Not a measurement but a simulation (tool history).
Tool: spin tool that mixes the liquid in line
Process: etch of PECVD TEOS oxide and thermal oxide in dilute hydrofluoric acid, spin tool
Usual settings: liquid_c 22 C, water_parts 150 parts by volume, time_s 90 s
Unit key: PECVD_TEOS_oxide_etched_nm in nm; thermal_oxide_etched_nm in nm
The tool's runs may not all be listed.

run	day	liquid_c	water_parts	time_s	wafers since the last listed run	hours since the thermometer was replaced	hours since the hydrofluoric acid flow meter was replaced	hours since the gauge calibration	read-back film thickness of the PECVD TEOS oxide reference wafer, read on the same gauge (nm)	read-back film thickness of the thermal oxide reference wafer, read on the same gauge (nm)	PECVD_TEOS_oxide_etched_nm	thermal_oxide_etched_nm
1	0	22	200	90	0	269.4	1310.9	707.2	69.98	139.997	6.23	1.925
2	2.742	22	200	90	791	335.2	1376.7	773	70	139.999	6.24	1.893
# day 4.192: gauge calibrated
3	5.217	22	200	90	714	394.6	1436.1	24.6	70.01	140.011	6.32	1.971
4	8.371	22	150	90	910	470.3	1511.8	100.3	70.04	140.011	8.94	2.774
5	12.567	22	150	90	1211	571	1612.5	201	70.01	139.987	9.02	2.814
# day 12.967: thermometer replaced
6	15.45	22	180	90	820	59.6	1681.7	270.2	70.01	139.994	6.97	2.12
7	19.329	22	180	90	1119	152.7	1774.8	363.3	70	139.999	6.9	2.095
8	23.333	19.5	150	115	1155	248.8	1870.9	459.4	70.01	139.996	10.09	3.098
9	25.696	22	150	110	681	305.5	1927.6	516.1	70.05	140.007	10.72	3.333
# day 32.138: hydrofluoric acid flow meter replaced
# day 34.092: thermometer replaced
10	34.717	19.5	90	90	2579	15	61.9	732.6	69.97	140.047	13.57	4.187
# day 38.958: gauge calibrated
11	39.571	18	225	45	1401	131.5	178.4	14.7	69.98	140.012	2.3	0.714
12	43.9	22	180	90	1249	235.4	282.3	118.6	70.03	139.995	7.03	2.192
13	46.062	22	150	90	624	287.3	334.2	170.5	70	140.005	8.86	2.744
14	49.596	22	150	90	1019	372.1	419	255.3	70	139.981	8.82	2.738
15	53.125	26	150	90	1018	456.8	503.7	340	70.01	139.959	10.49	3.201

Selected run-to-run steps in PECVD_TEOS_oxide_etched_nm, each split into two signed amounts: the part the tool would show with no hidden state at all (from settings, incoming material and random variation), and the remainder, which goes to the hidden state together with any gauge scatter not common to the measured and the hidden-state-free results:
Hidden state present: liquid hotter than its thermometer reads (K); hydrofluoric acid flow above the setpoint (%); gauge reads high (%).
Run 5 -> 6: water_parts 150 -> 180, thermometer replaced. PECVD_TEOS_oxide_etched_nm -2.05 nm: hidden state -0.5, all else -1.55.
Run 10 -> 11: liquid_c 19.5 -> 18, water_parts 90 -> 225, time_s 90 -> 45, gauge calibrated. PECVD_TEOS_oxide_etched_nm -11.27 nm: hidden state +0, all else -11.27.
